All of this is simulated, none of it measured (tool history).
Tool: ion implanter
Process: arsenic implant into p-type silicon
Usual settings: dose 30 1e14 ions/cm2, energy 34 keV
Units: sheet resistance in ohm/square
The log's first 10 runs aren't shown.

run	day	dose	energy	wafers since the last listed run	hours since the last dose calibration	hours since the extraction supply was calibrated	hours since the gauge calibration	read-back reference wafer on the same gauge, sheet resistance	sheet resistance
11	32.5	30	34	1304	607.5	1717.9	3176.3	82.84	79.18
12	36.642	30	34	1766	706.9	1817.3	3275.7	82.86	79.01
13	39.296	30	34	1132	770.6	1881	3339.4	82.87	78.5
14	43.142	26.08	42.5	1640	862.9	1973.3	3431.7	82.87	71.95
# day 44.112: Faraday cup replaced and dose calibrated
15	47.642	25.49	40.5	1777	84.7	2081.3	3539.7	82.95	74.27
16	51.404	36.14	34	1604	175	2171.6	3630	82.9	76.78
# day 53.329: extraction supply calibrated
17	54.325	30	34	1103	245.1	23.9	3700.1	82.87	80.26
18	56.854	22.09	25.5	1078	305.8	84.6	3760.8	82.87	95.54
19	60.192	30	30	1423	385.9	164.7	3840.9	82.92	85.03

Run 20 comes next. What will it give?
20	72.7	30	27.5	5335	686.1	464.9	4141.1	?	?

{"run 20": {"read-back reference wafer on the same gauge, sheet resistance": 82.86, "sheet resistance": 88.1}}
Without the tool's hidden state the same run would have given sheet resistance 88.61 ohm/square.
